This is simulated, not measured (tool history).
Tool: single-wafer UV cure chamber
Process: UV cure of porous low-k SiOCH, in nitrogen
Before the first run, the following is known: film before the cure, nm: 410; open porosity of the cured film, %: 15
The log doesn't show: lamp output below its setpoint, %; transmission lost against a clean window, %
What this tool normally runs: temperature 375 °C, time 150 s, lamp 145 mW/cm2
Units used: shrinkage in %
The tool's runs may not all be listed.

run,hour,temperature,time,lamp,wafers since the last listed run,hours since the UV bulbs were replaced,wafers since the quartz window was cleaned,shrinkage
1,0.0,375,150,114,0,2493.0,811,9.243
2,10.8,375,150,114,142,2503.8,954,9.168
3,23.5,375,150,129,168,2516.5,1122,9.664
4,40.0,375,150,129,218,2533.0,1340,9.563
5,46.4,388,150,145,84,2539.4,1425,10.214
# hour 88.9: quartz window cleaned
# hour 93.1: UV bulbs replaced
6,93.6,384,125,145,463,0.5,7,9.730
7,99.9,384,125,145,83,6.8,90,9.932
8,116.7,375,150,145,222,23.6,312,10.247
9,126.3,375,150,145,127,33.2,439,10.346
10,144.3,375,220,145,238,51.2,677,12.301
11,161.9,363,150,166,232,68.8,910,10.691
12,174.7,393,150,117,169,81.6,1080,9.613
13,183.7,383,110,173,119,90.6,1199,9.668
14,198.4,375,150,145,194,105.3,1393,10.072
15,211.8,393,150,145,177,118.7,1570,10.281
# hour 230.9: quartz window cleaned
16,231.4,386,150,145,153,138.3,6,10.579
17,234.9,375,110,185,46,141.8,52,10.002

Predict each of these 3 candidate next runs independently; none follows another, all start after run 17:
A,235.3,375,150,119,5,142.2,57,?
B,235.3,358,210,145,5,142.2,57,?
C,235.3,357,150,145,5,142.2,57,?

run,shrinkage
A,9.154
B,11.193
C,9.676
With the hidden condition removed and each run's random variation left untouched, the same runs would have given:
run,shrinkage
A,9.351
B,11.402
C,9.876
